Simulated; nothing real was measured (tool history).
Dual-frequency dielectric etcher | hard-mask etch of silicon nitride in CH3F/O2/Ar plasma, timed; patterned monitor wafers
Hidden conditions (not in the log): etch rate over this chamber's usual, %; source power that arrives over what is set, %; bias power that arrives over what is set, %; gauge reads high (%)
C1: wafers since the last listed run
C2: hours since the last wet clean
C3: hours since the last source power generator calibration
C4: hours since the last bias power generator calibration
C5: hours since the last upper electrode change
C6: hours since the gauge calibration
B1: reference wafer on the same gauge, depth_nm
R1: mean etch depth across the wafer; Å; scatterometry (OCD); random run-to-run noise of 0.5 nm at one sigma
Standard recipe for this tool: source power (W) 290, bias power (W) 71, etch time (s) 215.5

run 1 hour=0 | source_power_(W)=290 bias_power_(W)=71 etch_time_(s)=215.5 | C1=0 C2=402.5 C3=224.7 C4=2746.5 C5=1153.2 C6=1989.5 | B1=128.1 | R1=1263
run 2 hour=64.2 | source_power_(W)=290 bias_power_(W)=71 etch_time_(s)=215.5 | C1=470 C2=466.7 C3=288.9 C4=2810.7 C5=1217.4 C6=2053.7 | B1=128.2 | R1=1264
run 3 hour=155.1 | source_power_(W)=290 bias_power_(W)=77 etch_time_(s)=215.5 | C1=666 C2=557.6 C3=379.8 C4=2901.6 C5=1308.3 C6=2144.6 | B1=127.9 | R1=1312
run 4 hour=191.5 | source_power_(W)=290 bias_power_(W)=71 etch_time_(s)=215.5 | C1=267 C2=594 C3=416.2 C4=2938 C5=1344.7 C6=2181 | B1=128 | R1=1264
-- hour=269.2 wet clean of the chamber
run 5 hour=269.7 | source_power_(W)=310 bias_power_(W)=71 etch_time_(s)=215.5 | C1=397 C2=0.5 C3=494.4 C4=3016.2 C5=1422.9 C6=2259.2 | B1=127.8 | R1=1294
run 6 hour=347.7 | source_power_(W)=310 bias_power_(W)=71 etch_time_(s)=215.5 | C1=572 C2=78.5 C3=572.4 C4=3094.2 C5=1500.9 C6=2337.2 | B1=128.2 | R1=1288
run 7 hour=437.1 | source_power_(W)=310 bias_power_(W)=71 etch_time_(s)=215.5 | C1=655 C2=167.9 C3=661.8 C4=3183.6 C5=1590.3 C6=2426.6 | B1=127.7 | R1=1289
run 8 hour=538.2 | source_power_(W)=290 bias_power_(W)=71 etch_time_(s)=193 | C1=741 C2=269 C3=762.9 C4=3284.7 C5=1691.4 C6=2527.7 | B1=127.9 | R1=1130
run 9 hour=583.3 | source_power_(W)=320 bias_power_(W)=71 etch_time_(s)=215.5 | C1=330 C2=314.1 C3=808 C4=3329.8 C5=1736.5 C6=2572.8 | B1=128.1 | R1=1309
run 10 hour=711.2 | source_power_(W)=320 bias_power_(W)=71 etch_time_(s)=215.5 | C1=938 C2=442 C3=935.9 C4=3457.7 C5=1864.4 C6=2700.7 | B1=127.9 | R1=1307
run 11 hour=755.8 | source_power_(W)=290 bias_power_(W)=71 etch_time_(s)=215.5 | C1=327 C2=486.6 C3=980.5 C4=3502.3 C5=1909 C6=2745.3 | B1=128.3 | R1=1260
run 12 hour=844.1 | source_power_(W)=290 bias_power_(W)=71 etch_time_(s)=215.5 | C1=647 C2=574.9 C3=1068.8 C4=3590.6 C5=1997.3 C6=2833.6 | B1=128.1 | R1=1254
run 13 hour=891.8 | source_power_(W)=290 bias_power_(W)=61 etch_time_(s)=215.5 | C1=349 C2=622.6 C3=1116.5 C4=3638.3 C5=2045 C6=2881.3 | B1=128.3 | R1=1173
-- hour=919.4 wet clean of the chamber
run 14 hour=956.3 | source_power_(W)=290 bias_power_(W)=61 etch_time_(s)=215.5 | C1=297 C2=36.9 C3=1181 C4=3702.8 C5=2109.5 C6=2945.8 | B1=128 | R1=1178
run 15 hour=1052.9 | source_power_(W)=290 bias_power_(W)=71 etch_time_(s)=175.5 | C1=708 C2=133.5 C3=1277.6 C4=3799.4 C5=2206.1 C6=3042.4 | B1=128 | R1=1029
run 16 hour=1150.2 | source_power_(W)=290 bias_power_(W)=65 etch_time_(s)=215.5 | C1=713 C2=230.8 C3=1374.9 C4=3896.7 C5=2303.4 C6=3139.7 | B1=127.8 | R1=1217
-- hour=1156 gauge calibrated
-- hour=1189 bias power generator calibrated
run 17 hour=1199.4 | source_power_(W)=270 bias_power_(W)=71 etch_time_(s)=215.5 | C1=331 C2=280 C3=1424.1 C4=10.4 C5=2352.6 C6=43.4 | B1=128 | R1=1231
run 18 hour=1298.3 | source_power_(W)=240 bias_power_(W)=76 etch_time_(s)=191.5 | C1=725 C2=378.9 C3=1523 C4=109.3 C5=2451.5 C6=142.3 | B1=127.8 | R1=1078
run 19 hour=1392.6 | source_power_(W)=290 bias_power_(W)=71 etch_time_(s)=215.5 | C1=691 C2=473.2 C3=1617.3 C4=203.6 C5=2545.8 C6=236.6 | B1=127.9 | R1=1262
run 20 hour=1434.8 | source_power_(W)=290 bias_power_(W)=71 etch_time_(s)=277.5 | C1=309 C2=515.4 C3=1659.5 C4=245.8 C5=2588 C6=278.8 | B1=128 | R1=1624
-- hour=1461.8 upper electrode replaced
run 21 hour=1539.6 | source_power_(W)=230 bias_power_(W)=55 etch_time_(s)=279 | C1=592 C2=620.2 C3=1764.3 C4=350.6 C5=77.8 C6=383.6 | B1=128.3 | R1=1338
-- hour=1580.2 wet clean of the chamber
run 22 hour=1583 | source_power_(W)=240 bias_power_(W)=71 etch_time_(s)=215.5 | C1=142 C2=2.8 C3=1807.7 C4=394 C5=121.2 C6=427 | B1=127.8 | R1=1175
-- hour=1716.9 source power generator calibrated
run 23 hour=1807.5 | source_power_(W)=350 bias_power_(W)=54 etch_time_(s)=158 | C1=1617 C2=227.3 C3=90.6 C4=618.5 C5=345.7 C6=651.5 | B1=128.1 | R1=884
run 24 hour=1859.1 | source_power_(W)=290 bias_power_(W)=71 etch_time_(s)=215.5 | C1=378 C2=278.9 C3=142.2 C4=670.1 C5=397.3 C6=703.1 | B1=127.9 | R1=1263
run 25 hour=1904.6 | source_power_(W)=260 bias_power_(W)=55 etch_time_(s)=198.5 | C1=333 C2=324.4 C3=187.7 C4=715.6 C5=442.8 C6=748.6 | B1=128.2 | R1=989
run 26 hour=1952.8 | source_power_(W)=290 bias_power_(W)=85 etch_time_(s)=215.5 | C1=353 C2=372.6 C3=235.9 C4=763.8 C5=491 C6=796.8 | B1=128 | R1=1368
-- hour=2137.7 wet clean of the chamber
run 27 hour=2144.2 | source_power_(W)=290 bias_power_(W)=71 etch_time_(s)=256.5 | C1=1228 C2=6.5 C3=427.3 C4=955.2 C5=682.4 C6=988.2 | B1=127.9 | R1=1502
run 28 hour=2291.7 | source_power_(W)=290 bias_power_(W)=63 etch_time_(s)=154 | C1=1082 C2=154 C3=574.8 C4=1102.7 C5=829.9 C6=1135.7 | B1=128.1 | R1=849
run 29 hour=2396.4 | source_power_(W)=230 bias_power_(W)=55 etch_time_(s)=279 | C1=768 C2=258.7 C3=679.5 C4=1207.4 C5=934.6 C6=1240.4 | B1=128 | R1=1327
run 30 hour=2495.9 | source_power_(W)=260 bias_power_(W)=71 etch_time_(s)=238.5 | C1=729 C2=358.2 C3=779 C4=1306.9 C5=1034.1 C6=1339.9 | B1=128 | R1=1339
run 31 hour=2538 | source_power_(W)=290 bias_power_(W)=71 etch_time_(s)=215.5 | C1=308 C2=400.3 C3=821.1 C4=1349 C5=1076.2 C6=1382 | B1=127.8 | R1=1267

Forecast each of these 3 alternatives for the next run:
run A hour=2538.5 | source_power_(W)=290 bias_power_(W)=71 etch_time_(s)=215.5 | C1=3 C2=400.8 C3=821.6 C4=1349.5 C5=1076.7 C6=1382.5 | B1=? | R1=?
run B hour=2538.5 | source_power_(W)=340 bias_power_(W)=71 etch_time_(s)=215.5 | C1=3 C2=400.8 C3=821.6 C4=1349.5 C5=1076.7 C6=1382.5 | B1=? | R1=?
run C hour=2538.5 | source_power_(W)=290 bias_power_(W)=63 etch_time_(s)=168 | C1=3 C2=400.8 C3=821.6 C4=1349.5 C5=1076.7 C6=1382.5 | B1=? | R1=?

run=A B1=128 R1=1267
run=B B1=128 R1=1344
run=C B1=128 R1=937
With the hidden condition removed and each run's random variation left untouched, the same runs would have given:
run=A R1=1267
run=B R1=1344
run=C R1=937

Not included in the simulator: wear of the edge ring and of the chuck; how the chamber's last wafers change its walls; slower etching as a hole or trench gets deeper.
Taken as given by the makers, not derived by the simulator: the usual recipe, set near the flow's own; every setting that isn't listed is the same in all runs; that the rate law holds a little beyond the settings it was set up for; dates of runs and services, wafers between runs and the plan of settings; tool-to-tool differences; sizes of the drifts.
